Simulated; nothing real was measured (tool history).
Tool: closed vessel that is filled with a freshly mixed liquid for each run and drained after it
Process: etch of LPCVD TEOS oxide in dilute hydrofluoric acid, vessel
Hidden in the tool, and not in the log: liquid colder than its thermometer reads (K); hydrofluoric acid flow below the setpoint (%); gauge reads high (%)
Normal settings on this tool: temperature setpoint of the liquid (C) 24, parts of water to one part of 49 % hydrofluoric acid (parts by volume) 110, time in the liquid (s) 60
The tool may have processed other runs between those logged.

run	hour	temperature setpoint of the liquid (C)	parts of water to one part of 49 % hydrofluoric acid (parts by volume)	time in the liquid (s)	wafers since the last listed run	hours since the thermometer was replaced	hours since the hydrofluoric acid flow meter was replaced	hours since the gauge calibration	read-back film thickness of the LPCVD TEOS oxide reference wafer, read on the same gauge (nm)	thickness taken off the LPCVD TEOS oxide on a monitor wafer (nm)
1	0	24	75	60	0	2632.7	1658.3	324.4	110	18.16
2	22.6	21	70	60	2040	2655.3	1680.9	347	110.03	17.34
3	55.2	24	110	65	2943	2687.9	1713.5	379.6	110	12.86
# hour 57.7: gauge calibrated
4	81.3	24	110	65	2356	2714	1739.6	23.6	110.03	12.83
5	109.9	24	110	65	2582	2742.6	1768.2	52.2	110.02	12.84
6	141.6	24	110	60	2861	2774.3	1799.9	83.9	109.97	11.83
7	158.5	24	110	60	1525	2791.2	1816.8	100.8	110.02	11.84
8	184	27.5	80	60	2302	2816.7	1842.3	126.3	110	19.33
9	208.7	24	110	60	2230	2841.4	1867	151	110	11.79
10	242	24	110	60	3006	2874.7	1900.3	184.3	109.97	11.8
11	277.7	20	110	75	3223	2910.4	1936	220	109.99	12.56
12	293.4	20	110	75	1417	2926.1	1951.7	235.7	110.01	12.54
13	321.7	20	65	45	2555	2954.4	1980	264	109.98	13.49
14	345.5	24	110	50	2148	2978.2	2003.8	287.8	110	9.74
15	373.4	24	110	45	2518	3006.1	2031.7	315.7	110.01	8.79
# hour 450.6: gauge calibrated
16	469.7	24	140	35	8694	3102.4	2128	19.1	110	5.16
17	487.4	26	70	90	1598	3120.1	2145.7	36.8	109.99	31.48
18	513.6	24	110	60	2365	3146.3	2171.9	63	109.98	11.8
# hour 531: thermometer replaced
# hour 538.9: hydrofluoric acid flow meter replaced
19	544.8	24	110	60	2636	13.8	5.9	94.2	110.02	12.38
20	573.6	24	55	90	2600	42.6	34.7	123	109.96	39.48
21	608.2	24	110	30	3123	77.2	69.3	157.6	110.01	6.15
22	624.4	24	110	60	1462	93.4	85.5	173.8	110.02	12.32
23	645.5	22	110	60	1904	114.5	106.6	194.9	109.99	11.38
24	664	28	85	30	1670	133	125.1	213.4	110.05	9.63
25	687.1	24	110	60	2085	156.1	148.2	236.5	109.97	12.26

Give the tool's hidden conditions for every run:
liquid colder than its thermometer reads (K): 0, the same for each run
gauge reads high (%): 0, the same for each run
H1: hydrofluoric acid flow below the setpoint (%)
run	H1
1	3.65
2	3.69
3	3.75
4	3.79
5	3.84
6	3.9
7	3.93
8	3.98
9	4.02
10	4.08
11	4.14
12	4.17
13	4.22
14	4.26
15	4.31
16	4.48
17	4.51
18	4.56
19	0.371
20	0.422
21	0.484
22	0.512
23	0.55
24	0.583
25	0.623
